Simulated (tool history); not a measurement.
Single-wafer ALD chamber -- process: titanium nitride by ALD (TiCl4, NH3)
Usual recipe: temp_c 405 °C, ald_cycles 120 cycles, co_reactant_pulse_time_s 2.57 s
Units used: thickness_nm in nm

| run | hour | temp_c | ald_cycles | co_reactant_pulse_time_s | read-back reference wafer on the same gauge, thickness_nm | thickness_nm |
|---|---|---|---|---|---|---|
| 1 | 0 | 412 | 120 | 2.57 | 2.409 | 2.581 |
| 2 | 61.7 | 412 | 120 | 2.57 | 2.409 | 2.573 |
| 3 | 238 | 412 | 120 | 2.57 | 2.409 | 2.58 |
| 4 | 295.3 | 405 | 120 | 2.57 | 2.411 | 2.56 |
| 5 | 341.5 | 405 | 120 | 2.57 | 2.409 | 2.568 |
| 6 | 405.5 | 405 | 120 | 2.57 | 2.41 | 2.558 |
| 7 | 492 | 405 | 120 | 2.57 | 2.411 | 2.581 |
| 8 | 555.4 | 405 | 120 | 2.57 | 2.41 | 2.559 |
| 9 | 661.6 | 405 | 120 | 2.57 | 2.409 | 2.577 |
| 10 | 700.2 | 405 | 120 | 2.57 | 2.41 | 2.565 |
| 11 | 789.1 | 405 | 120 | 2.57 | 2.41 | 2.564 |
| 12 | 856.5 | 405 | 120 | 2.57 | 2.411 | 2.555 |
| 13 | 926.6 | 405 | 120 | 2.57 | 2.41 | 2.555 |
| 14 | 973.2 | 405 | 134 | 2.57 | 2.413 | 2.865 |
| 15 | 1073.8 | 405 | 134 | 2.57 | 2.41 | 2.868 |
| 16 | 1128.3 | 405 | 134 | 2.57 | 2.409 | 2.853 |
| 17 | 1220.5 | 405 | 120 | 2.57 | 2.409 | 2.561 |
|  | 1282.4 | thermocouple changed; heater temperature recalibrated |
| 18 | 1286.3 | 413 | 100 | 2.9 | 2.41 | 2.148 |
| 19 | 1436.7 | 390 | 113 | 2.57 | 2.411 | 2.384 |
|  | 1453.7 | gauge calibrated |
| 20 | 1544.3 | 405 | 120 | 3.59 | 2.413 | 2.58 |
|  | 1580.6 | showerhead replaced |
| 21 | 1611.9 | 418 | 120 | 2.57 | 2.409 | 2.576 |
| 22 | 1693.1 | 392 | 97 | 1.85 | 2.41 | 2.033 |
| 23 | 1758.7 | 405 | 120 | 2.57 | 2.41 | 2.571 |
| 24 | 1862.5 | 397 | 120 | 2.57 | 2.408 | 2.557 |
| 25 | 1916.5 | 405 | 120 | 2.57 | 2.408 | 2.563 |
| 26 | 2023.4 | 393 | 137 | 3.4 | 2.41 | 2.93 |
| 27 | 2096.2 | 390 | 113 | 2.57 | 2.41 | 2.388 |
| 28 | 2145.3 | 405 | 120 | 2.57 | 2.41 | 2.569 |
| 29 | 2208.5 | 415 | 100 | 1.7 | 2.41 | 2.131 |
| 30 | 2250 | 390 | 130 | 2.57 | 2.409 | 2.757 |
| 31 | 2331.3 | 405 | 114 | 2.57 | 2.41 | 2.435 |

Estimate the outcome of run 32 from the log above:
| 32 | 2413.3 | 405 | 113 | 2.57 | ? | ? |

Run 32 measured read-back reference wafer on the same gauge, thickness_nm 2.411, thickness_nm 2.414 nm.
Without the tool's hidden state the same run would have given thickness_nm 2.414 nm.
